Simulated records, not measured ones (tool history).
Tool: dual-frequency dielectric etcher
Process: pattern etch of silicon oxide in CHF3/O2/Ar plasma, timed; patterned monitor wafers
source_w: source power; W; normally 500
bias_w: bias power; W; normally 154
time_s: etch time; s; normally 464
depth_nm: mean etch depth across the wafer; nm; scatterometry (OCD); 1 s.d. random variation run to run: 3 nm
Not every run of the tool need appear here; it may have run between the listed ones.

run,hour,source_w,bias_w,time_s,wafers since the last listed run,hours since the last wet clean,hours since the last source power generator calibration,hours since the last bias power generator calibration,hours since the last upper electrode change,hours since the gauge calibration,"read-back reference wafer on the same gauge, depth_nm",depth_nm
1,0,500,154,464,0,37.9,1879.4,1642.1,2838.8,108.4,811.3,798.1
2,37.4,500,154,464,109,75.3,1916.8,1679.5,2876.2,145.8,812,797.4
# hour 75: bias power generator calibrated
# hour 108.7: upper electrode replaced
3,109.2,500,154,410.5,128,147.1,1988.6,34.2,0.5,217.6,811.6,701.6
4,195,500,154,393,251,232.9,2074.4,120,86.3,303.4,812,674.5
5,269.2,500,154,393,217,307.1,2148.6,194.2,160.5,377.6,812.1,664.3
6,355.9,420,154,464,254,393.8,2235.3,280.9,247.2,464.3,812.4,705.5
7,394,420,154,464,111,431.9,2273.4,319,285.3,502.4,812.1,710.2
# hour 454.8: source power generator calibrated
8,467,500,154,464,202,504.9,12.2,392,358.3,575.4,812,773.4
# hour 525.5: wet clean of the chamber
9,530.9,500,154,568.5,117,5.4,76.1,455.9,422.2,639.3,811.7,990.8
10,625.7,470,189,520,278,100.2,170.9,550.7,517,734.1,812,969.1
11,662.9,460,170,524,109,137.4,208.1,587.9,554.2,771.3,812.2,915.2
12,742.8,500,136,464,234,217.3,288,667.8,634.1,851.2,812.5,751.9
13,837.2,560,178,464,277,311.7,382.4,762.2,728.5,945.6,811.1,916.2
14,922.3,500,154,464,249,396.8,467.5,847.3,813.6,1030.7,812.5,796.3
15,990.7,500,154,464,200,465.2,535.9,915.7,882,1099.1,811.9,786.3
# hour 1112.5: wet clean of the chamber
16,1113,600,140,464,288,0.5,658.2,1038,1004.3,1221.4,811.8,841.4
17,1182.9,440,169,592.5,205,70.4,728.1,1107.9,1074.2,1291.3,812.6,993.1
18,1221.5,550,134,371,113,109,766.7,1146.5,1112.8,1329.9,812.2,622.5
19,1268.3,570,154,464,137,155.8,813.5,1193.3,1159.6,1376.7,812,850.6
20,1348.4,500,154,328,235,235.9,893.6,1273.4,1239.7,1456.8,812.7,557.2
21,1452,540,141,523,304,339.5,997.2,1377,1343.3,1560.4,812,877.1
22,1553.5,500,154,464,298,441,1098.7,1478.5,1444.8,1661.9,812.6,778.4
23,1605.9,390,154,347,153,493.4,1151.1,1530.9,1497.2,1714.3,812.3,504.7
24,1667.4,570,164,368,180,554.9,1212.6,1592.4,1558.7,1775.8,811.9,683
25,1756.3,500,154,464,261,643.8,1301.5,1681.3,1647.6,1864.7,812.6,768.8
# hour 1794.7: wet clean of the chamber
26,1807.5,500,154,464,79,12.8,1352.7,1732.5,1698.8,1915.9,811.4,805.5
27,1848.9,390,138,464,121,54.2,1394.1,1773.9,1740.2,1957.3,812,654
28,1909.6,500,154,562.5,178,114.9,1454.8,1834.6,1800.9,2018,812.8,967.6
29,1969.7,500,154,464,176,175,1514.9,1894.7,1861,2078.1,812.1,799.3

Per-run results on a tool with no hidden state, each run keeping its own random variation:
Hidden conditions of the tool in this case: etch rate over this chamber's usual, %; source power that arrives over what is set, %; bias power that arrives over what is set, %; gauge reads high (%).
run,depth_nm
1,801.5
2,802.8
3,709.6
4,685.9
5,678.9
6,725
7,731.6
8,800.5
9,981.9
10,966.1
11,914.5
12,755.2
13,925.8
14,809
15,802.4
16,845.4
17,1002.2
18,629.8
19,863.1
20,568.4
21,900.8
22,804.7
23,523.5
24,711.4
25,805.5
26,804.7
27,655.1
28,973
29,806.8

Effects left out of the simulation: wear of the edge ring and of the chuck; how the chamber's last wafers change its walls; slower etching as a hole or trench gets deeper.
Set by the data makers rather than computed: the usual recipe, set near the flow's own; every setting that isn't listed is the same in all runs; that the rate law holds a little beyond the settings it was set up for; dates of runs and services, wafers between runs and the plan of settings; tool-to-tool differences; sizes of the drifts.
